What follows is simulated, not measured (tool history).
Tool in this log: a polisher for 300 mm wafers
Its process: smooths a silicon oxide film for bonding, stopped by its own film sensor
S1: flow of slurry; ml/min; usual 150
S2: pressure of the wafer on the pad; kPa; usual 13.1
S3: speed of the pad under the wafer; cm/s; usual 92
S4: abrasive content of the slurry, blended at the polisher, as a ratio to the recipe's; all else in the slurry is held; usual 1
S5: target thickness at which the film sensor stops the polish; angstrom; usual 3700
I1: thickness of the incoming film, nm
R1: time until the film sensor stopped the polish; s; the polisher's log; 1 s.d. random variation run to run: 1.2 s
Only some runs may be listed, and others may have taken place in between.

run   hour   S1    S2   S3    S4    S5     I1     R1
  1      0  135  13.1   92     1  3700  425.5   66.4
  2   32.6  135  13.1   92     1  3700  422.3   62.1
      48.3  -- head pressure recalibrated, repeated, since the last time left the tool worse
  3   55.8  150  13.1   92     1  3700  424.4   75.4
      78.6  -- worn pad replaced by a new one
  4   79.5  150  13.1   92  1.15  3700  422.1   67.3
  5  153.6  150  13.1   92  1.15  3700  422.1   67.3
  6    179  150  13.1   92     1  3700  423.9   70.2
  7  198.9  150  13.1   92     1  3560    413   78.4
  8  234.7  150   9.7  110     1  3700  424.2   85.4
     260.1  -- slurry blender recalibrated
  9  261.4  150  13.1   92  1.15  3700  422.5   67.3
 10  292.6  150  13.1  116     1  3540  421.4     73
 11  324.8  150  13.1  116  1.25  3580  416.1   59.4
 12  340.8  150  13.1   92     1  3530  420.2   87.2
     365.6  -- worn pad replaced by a new one
 13  366.1  125  13.1   92     1  3620    418   76.3
 14  394.9  150  13.1   92     1  3700  419.4   62.8
 15  465.4  150    11   92     1  3700  412.7   60.7
 16  478.4  150  13.1   64     1  3600  418.3   93.3
     492.5  -- head pressure recalibrated
 17  501.2  150  10.3   92     1  3590  426.4  112.6
 18  515.2  150  13.1  106     1  3700  428.9   71.2
 19  528.1  150     9   92     1  3850  415.6   61.2
     550.2  -- slurry blender recalibrated
 20  562.8  175     9   92     1  3700  415.9     86
 21  574.8  150    11  120     1  3870  429.8   55.4
       578  -- slurry nozzle cleaned
 22  606.6  100    11   92  0.75  3850  423.4   72.2
     627.3  -- worn pad replaced by a new one
 23  636.1  150  17.9   92     1  3700  416.6     45
 24  667.1  150  13.1  102   0.9  3630  424.5   77.3
 25    682  170  13.1   92     1  3700  425.5   72.4
 26  713.8  150  13.1   92  1.15  3700  415.7     57
 27    743  180  13.1   76     1  3700  423.7   77.4
 28  772.3  195  10.3   76     1  3700  416.3   85.4
 29  795.3  185  15.9  122     1  3870  420.1   26.8

Predict each of these 5 candidate next runs independently; none follows another, all start after run 29:
  A  795.7  150  13.1   92     1  3700  424.1   ?
  B  795.7  190  13.1   92   0.9  3700  424.1   ?
  C  795.7  150   8.3   92  0.85  3800  424.1   ?
  D  795.7  150   8.3  100   0.9  3820  424.1   ?
  E  795.7  130  13.1   92   1.1  3700  424.1   ?

run    R1
  A  68.6
  B  68.1
  C  93.1
  D    82
  E  68.6
What these runs would have given with no unlogged condition in the tool:
run    R1
  A  72.2
  B  71.7
  C  98.1
  D  86.3
  E  72.2
